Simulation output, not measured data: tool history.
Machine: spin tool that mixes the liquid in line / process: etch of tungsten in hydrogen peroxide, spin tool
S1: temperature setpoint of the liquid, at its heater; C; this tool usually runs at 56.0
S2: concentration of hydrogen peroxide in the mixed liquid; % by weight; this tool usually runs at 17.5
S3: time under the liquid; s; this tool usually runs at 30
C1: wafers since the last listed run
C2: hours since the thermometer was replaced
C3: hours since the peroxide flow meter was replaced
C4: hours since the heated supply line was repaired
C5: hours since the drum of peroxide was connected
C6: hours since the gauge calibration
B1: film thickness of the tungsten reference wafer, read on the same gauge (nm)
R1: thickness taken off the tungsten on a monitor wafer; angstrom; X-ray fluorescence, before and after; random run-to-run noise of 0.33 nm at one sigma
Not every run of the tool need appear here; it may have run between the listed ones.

| run | hour | S1 | S2 | S3 | C1 | C2 | C3 | C4 | C5 | C6 | B1 | R1 |
|---|---|---|---|---|---|---|---|---|---|---|---|---|
| 1 | 0.0 | 56.0 | 14.5 | 30 | 0 | 121.2 | 284.3 | 1713.1 | 405.4 | 548.1 | 90.00 | 308.2 |
| 2 | 36.9 | 60.5 | 15.5 | 30 | 470 | 158.1 | 321.2 | 1750.0 | 442.3 | 585.0 | 90.00 | 418.9 |
|  | 72.3 | heated supply line repaired |
| 3 | 84.5 | 56.0 | 17.5 | 30 | 594 | 205.7 | 368.8 | 12.2 | 489.9 | 632.6 | 89.99 | 356.7 |
| 4 | 134.4 | 56.0 | 17.5 | 30 | 636 | 255.6 | 418.7 | 62.1 | 539.8 | 682.5 | 90.02 | 356.8 |
| 5 | 171.3 | 52.0 | 17.5 | 30 | 470 | 292.5 | 455.6 | 99.0 | 576.7 | 719.4 | 90.02 | 281.7 |
| 6 | 212.8 | 50.0 | 15.5 | 40 | 529 | 334.0 | 497.1 | 140.5 | 618.2 | 760.9 | 90.03 | 317.0 |
| 7 | 282.6 | 51.0 | 12.5 | 50 | 889 | 403.8 | 566.9 | 210.3 | 688.0 | 830.7 | 90.00 | 370.3 |
|  | 295.6 | new drum of peroxide connected |
| 8 | 373.2 | 56.0 | 13.0 | 25 | 1142 | 494.4 | 657.5 | 300.9 | 77.6 | 921.3 | 90.01 | 257.9 |
| 9 | 436.4 | 56.0 | 17.5 | 30 | 805 | 557.6 | 720.7 | 364.1 | 140.8 | 984.5 | 90.01 | 357.4 |
| 10 | 487.1 | 56.0 | 17.5 | 30 | 646 | 608.3 | 771.4 | 414.8 | 191.5 | 1035.2 | 90.02 | 352.2 |
| 11 | 564.4 | 66.0 | 15.0 | 25 | 985 | 685.6 | 848.7 | 492.1 | 268.8 | 1112.5 | 89.99 | 488.6 |
|  | 588.9 | thermometer replaced |
| 12 | 646.2 | 56.0 | 14.5 | 30 | 1030 | 57.3 | 930.5 | 573.9 | 350.6 | 1194.3 | 89.98 | 329.2 |
| 13 | 707.1 | 48.0 | 13.0 | 15 | 776 | 118.2 | 991.4 | 634.8 | 411.5 | 1255.2 | 90.01 | 95.2 |
| 14 | 780.5 | 65.0 | 13.0 | 30 | 935 | 191.6 | 1064.8 | 708.2 | 484.9 | 1328.6 | 90.00 | 519.5 |
| 15 | 847.1 | 66.0 | 15.0 | 25 | 849 | 258.2 | 1131.4 | 774.8 | 551.5 | 1395.2 | 89.97 | 489.6 |
|  | 887.6 | gauge calibrated |
| 16 | 1070.1 | 56.0 | 17.5 | 30 | 2843 | 481.2 | 1354.4 | 997.8 | 774.5 | 182.5 | 90.01 | 357.7 |
|  | 1073.2 | new drum of peroxide connected |
| 17 | 1163.4 | 56.0 | 17.5 | 20 | 1176 | 574.5 | 1447.7 | 1091.1 | 90.2 | 275.8 | 89.98 | 233.1 |
| 18 | 1217.3 | 65.0 | 13.0 | 15 | 687 | 628.4 | 1501.6 | 1145.0 | 144.1 | 329.7 | 89.98 | 257.9 |
|  | 1299.3 | thermometer replaced |
| 19 | 1302.6 | 51.5 | 17.5 | 30 | 1074 | 3.3 | 1586.9 | 1230.3 | 229.4 | 415.0 | 90.00 | 269.1 |
| 20 | 1408.9 | 62.5 | 22.5 | 20 | 1355 | 109.6 | 1693.2 | 1336.6 | 335.7 | 521.3 | 89.99 | 395.3 |
| 21 | 1514.5 | 64.0 | 14.5 | 50 | 1346 | 215.2 | 1798.8 | 1442.2 | 441.3 | 626.9 | 90.01 | 851.7 |
| 22 | 1554.7 | 56.0 | 14.5 | 25 | 512 | 255.4 | 1839.0 | 1482.4 | 481.5 | 667.1 | 90.00 | 273.5 |
| 23 | 1591.0 | 56.0 | 17.5 | 30 | 462 | 291.7 | 1875.3 | 1518.7 | 517.8 | 703.4 | 89.99 | 355.5 |
| 24 | 1655.3 | 49.0 | 17.5 | 15 | 819 | 356.0 | 1939.6 | 1583.0 | 582.1 | 767.7 | 90.00 | 118.1 |
| 25 | 1761.1 | 56.0 | 17.5 | 30 | 1348 | 461.8 | 2045.4 | 1688.8 | 687.9 | 873.5 | 90.02 | 357.5 |
|  | 1807.9 | heated supply line repaired |
|  | 1821.0 | peroxide flow meter replaced |
|  | 1835.4 | new drum of peroxide connected |
| 26 | 1868.5 | 60.5 | 17.5 | 20 | 1331 | 569.2 | 47.5 | 60.6 | 33.1 | 980.9 | 90.01 | 308.5 |

Hidden state or all else? Some run-to-run changes of R1, split into what the settings, what came in and random variation would give without the hidden state, and what is left for the hidden state (with any gauge scatter that isn't in both results):
Unlogged tool condition in this case: liquid colder than its thermometer reads (K); peroxide flow above the setpoint (%); temperature lost on the way to the wafer (K); peroxide weaker than its label (%); gauge reads high (%).
Run 2 -> 3: S1 60.5 -> 56.0, S2 15.5 -> 17.5, heated supply line repaired. R1 -62.2 angstrom: hidden state +18.2, all else -80.4.
Run 20 -> 21: S1 62.5 -> 64.0, S2 22.5 -> 14.5, S3 20 -> 50. R1 +456.4 angstrom: hidden state +4.0, all else +452.4.
Run 21 -> 22: S1 64.0 -> 56.0, S3 50 -> 25. R1 -578.2 angstrom: hidden state -5.5, all else -572.7.

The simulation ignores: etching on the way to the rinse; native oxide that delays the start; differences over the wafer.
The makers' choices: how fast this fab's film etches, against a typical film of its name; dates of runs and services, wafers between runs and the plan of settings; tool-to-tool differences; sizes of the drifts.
